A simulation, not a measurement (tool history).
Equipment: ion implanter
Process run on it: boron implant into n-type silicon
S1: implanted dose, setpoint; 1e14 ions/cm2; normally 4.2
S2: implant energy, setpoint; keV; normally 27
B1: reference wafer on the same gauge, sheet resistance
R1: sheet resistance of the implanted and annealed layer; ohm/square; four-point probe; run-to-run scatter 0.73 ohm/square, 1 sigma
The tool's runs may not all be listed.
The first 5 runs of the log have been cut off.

{"run": 6, "day": 5.262, "S1": 4.2, "S2": 27, "B1": 274.61, "R1": 253.12}
{"run": 7, "day": 6.396, "S1": 4.2, "S2": 27, "B1": 274.81, "R1": 252.5}
{"run": 8, "day": 7.75, "S1": 4.2, "S2": 27, "B1": 275.01, "R1": 254.24}
{"run": 9, "day": 8.504, "S1": 4.2, "S2": 27, "B1": 275.13, "R1": 253.15}
{"run": 10, "day": 9.742, "S1": 4.2, "S2": 27, "B1": 275.09, "R1": 253.01}
{"run": 11, "day": 10.996, "S1": 3.64, "S2": 33.5, "B1": 274.76, "R1": 278.89}
{"run": 12, "day": 11.917, "S1": 3.64, "S2": 33.5, "B1": 275.03, "R1": 277.76}
{"run": 13, "day": 12.65, "S1": 4.2, "S2": 27, "B1": 274.87, "R1": 253.47}
{"run": 14, "day": 13.246, "S1": 4.2, "S2": 27, "B1": 275.08, "R1": 253.69}
{"run": 15, "day": 14.617, "S1": 3.85, "S2": 27, "B1": 275.13, "R1": 270.76}
{"run": 16, "day": 15.688, "S1": 3.17, "S2": 20, "B1": 275.4, "R1": 319.66}
{"day": 15.996, "done": "gauge calibrated"}
{"run": 17, "day": 17.162, "S1": 4.2, "S2": 32.5, "B1": 274.59, "R1": 249.84}
{"run": 18, "day": 17.879, "S1": 3.08, "S2": 29.5, "B1": 275.05, "R1": 318.8}
{"run": 19, "day": 18.838, "S1": 4.2, "S2": 27, "B1": 275.08, "R1": 254.13}
{"day": 19.975, "done": "Faraday cup replaced and dose calibrated"}
{"day": 21.917, "done": "extraction supply calibrated"}
{"run": 20, "day": 22.162, "S1": 4.73, "S2": 24, "B1": 275.22, "R1": 226.58}
{"run": 21, "day": 23.5, "S1": 4.55, "S2": 21, "B1": 274.93, "R1": 236.18}
{"run": 22, "day": 24.308, "S1": 4.2, "S2": 35, "B1": 275, "R1": 241.61}
{"run": 23, "day": 25.65, "S1": 3.19, "S2": 23, "B1": 275.02, "R1": 307.71}
{"day": 26.579, "done": "Faraday cup replaced and dose calibrated, repeated, since the last time left the tool worse"}
{"run": 24, "day": 26.725, "S1": 4.2, "S2": 27, "B1": 274.95, "R1": 260.75}
{"run": 25, "day": 27.667, "S1": 4.2, "S2": 20.5, "B1": 275.29, "R1": 265.96}
{"run": 26, "day": 28.55, "S1": 4.2, "S2": 32, "B1": 275.04, "R1": 256.24}
{"run": 27, "day": 29.621, "S1": 4.2, "S2": 27, "B1": 274.89, "R1": 259.2}
{"run": 28, "day": 30.746, "S1": 4.2, "S2": 27, "B1": 275.11, "R1": 259.52}
{"run": 29, "day": 31.917, "S1": 4.2, "S2": 17.5, "B1": 275.27, "R1": 264.9}
{"run": 30, "day": 32.921, "S1": 3.11, "S2": 20.5, "B1": 275.11, "R1": 332.71}

Here are 3 independent what-if runs from the current tool condition. What would each one return?
{"run": "A", "day": 32.938, "S1": 4.2, "S2": 22, "B1": "?", "R1": "?"}
{"run": "B", "day": 32.938, "S1": 4.65, "S2": 31, "B1": "?", "R1": "?"}
{"run": "C", "day": 32.938, "S1": 3.14, "S2": 36, "B1": "?", "R1": "?"}

run=A B1=275.23 R1=262.11
run=B B1=275.23 R1=237.01
run=C B1=275.23 R1=313.95
With no hidden state in the tool, these same runs would have given:
run=A R1=262.07
run=B R1=236.97
run=C R1=313.9

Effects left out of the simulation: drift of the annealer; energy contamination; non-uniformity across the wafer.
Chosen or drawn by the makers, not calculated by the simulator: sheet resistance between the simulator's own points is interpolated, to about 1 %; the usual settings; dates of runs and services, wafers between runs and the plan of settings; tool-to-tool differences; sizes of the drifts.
